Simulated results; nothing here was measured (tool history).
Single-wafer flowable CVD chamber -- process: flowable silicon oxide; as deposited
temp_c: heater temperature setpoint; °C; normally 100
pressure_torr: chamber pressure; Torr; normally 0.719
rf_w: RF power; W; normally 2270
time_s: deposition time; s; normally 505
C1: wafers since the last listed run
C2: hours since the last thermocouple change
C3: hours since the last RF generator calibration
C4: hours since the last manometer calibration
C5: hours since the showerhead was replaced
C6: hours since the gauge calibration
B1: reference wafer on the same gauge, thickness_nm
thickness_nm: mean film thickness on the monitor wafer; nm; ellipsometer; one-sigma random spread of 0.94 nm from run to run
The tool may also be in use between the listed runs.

run 1 day=0 | temp_c=100 pressure_torr=0.719 rf_w=2270 time_s=505 | C1=0 C2=1918.7 C3=1595.6 C4=2281.3 C5=7880.6 C6=141.2 | B1=309.013 | thickness_nm=230.727
run 2 day=0.417 | temp_c=100 pressure_torr=0.719 rf_w=2270 time_s=505 | C1=44 C2=1928.7 C3=1605.6 C4=2291.3 C5=7890.6 C6=151.2 | B1=309.125 | thickness_nm=231.91
run 3 day=1.067 | temp_c=100 pressure_torr=0.719 rf_w=2270 time_s=505 | C1=70 C2=1944.3 C3=1621.2 C4=2306.9 C5=7906.2 C6=166.8 | B1=309.283 | thickness_nm=231.016
run 4 day=1.529 | temp_c=97 pressure_torr=0.719 rf_w=2270 time_s=556 | C1=49 C2=1955.4 C3=1632.3 C4=2318 C5=7917.3 C6=177.9 | B1=309.079 | thickness_nm=281.383
run 5 day=1.833 | temp_c=97 pressure_torr=0.719 rf_w=2270 time_s=556 | C1=32 C2=1962.7 C3=1639.6 C4=2325.3 C5=7924.6 C6=185.2 | B1=309.026 | thickness_nm=283.105
run 6 day=2.462 | temp_c=100 pressure_torr=0.719 rf_w=2270 time_s=505 | C1=67 C2=1977.8 C3=1654.7 C4=2340.4 C5=7939.7 C6=200.3 | B1=308.98 | thickness_nm=231.68
run 7 day=2.992 | temp_c=100 pressure_torr=0.719 rf_w=2270 time_s=505 | C1=57 C2=1990.5 C3=1667.4 C4=2353.1 C5=7952.4 C6=213 | B1=308.771 | thickness_nm=230.979
run 8 day=3.658 | temp_c=114 pressure_torr=0.867 rf_w=2270 time_s=549 | C1=71 C2=2006.5 C3=1683.4 C4=2369.1 C5=7968.4 C6=229 | B1=308.828 | thickness_nm=191.414
run 9 day=4.367 | temp_c=115 pressure_torr=0.719 rf_w=2270 time_s=443 | C1=76 C2=2023.5 C3=1700.4 C4=2386.1 C5=7985.4 C6=246 | B1=308.962 | thickness_nm=123.12
-- day=4.733 gauge calibrated
-- day=4.842 RF generator calibrated
run 10 day=4.862 | temp_c=100 pressure_torr=0.86 rf_w=2270 time_s=573 | C1=17 C2=2035.4 C3=0.5 C4=2398 C5=7997.3 C6=3.1 | B1=309.139 | thickness_nm=315.359
run 11 day=5.404 | temp_c=100 pressure_torr=0.719 rf_w=2270 time_s=505 | C1=58 C2=2048.4 C3=13.5 C4=2411 C5=8010.3 C6=16.1 | B1=309.018 | thickness_nm=229.879
run 12 day=5.717 | temp_c=100 pressure_torr=0.719 rf_w=2640 time_s=505 | C1=33 C2=2055.9 C3=21 C4=2418.5 C5=8017.8 C6=23.6 | B1=309.025 | thickness_nm=233.212
run 13 day=6.004 | temp_c=87 pressure_torr=0.643 rf_w=2270 time_s=531 | C1=31 C2=2062.8 C3=27.9 C4=2425.4 C5=8024.7 C6=30.5 | B1=308.914 | thickness_nm=338.294
run 14 day=6.392 | temp_c=113 pressure_torr=0.719 rf_w=1980 time_s=409 | C1=41 C2=2072.1 C3=37.2 C4=2434.7 C5=8034 C6=39.8 | B1=309.226 | thickness_nm=120.043
-- day=6.996 thermocouple changed; heater temperature recalibrated
run 15 day=7.029 | temp_c=100 pressure_torr=0.719 rf_w=2270 time_s=448 | C1=32 C2=0.8 C3=52.5 C4=2450 C5=8049.3 C6=55.1 | B1=308.944 | thickness_nm=226.838
run 16 day=7.617 | temp_c=100 pressure_torr=0.719 rf_w=2270 time_s=505 | C1=63 C2=14.9 C3=66.6 C4=2464.1 C5=8063.4 C6=69.2 | B1=308.958 | thickness_nm=253.828
run 17 day=7.979 | temp_c=95 pressure_torr=0.788 rf_w=2270 time_s=421 | C1=39 C2=23.6 C3=75.3 C4=2472.8 C5=8072.1 C6=77.9 | B1=309.055 | thickness_nm=276.767

Run 18 is up next; what results do you expect?
run 18 day=8.283 | temp_c=100 pressure_torr=0.719 rf_w=2270 time_s=505 | C1=32 C2=30.9 C3=82.6 C4=2480.1 C5=8079.4 C6=85.2 | B1=? | thickness_nm=?

{"run 18": {"B1": 309.07, "thickness_nm": 253.655}}
The same run, on a tool lacking any hidden state, would have yielded thickness_nm 273.926 nm.

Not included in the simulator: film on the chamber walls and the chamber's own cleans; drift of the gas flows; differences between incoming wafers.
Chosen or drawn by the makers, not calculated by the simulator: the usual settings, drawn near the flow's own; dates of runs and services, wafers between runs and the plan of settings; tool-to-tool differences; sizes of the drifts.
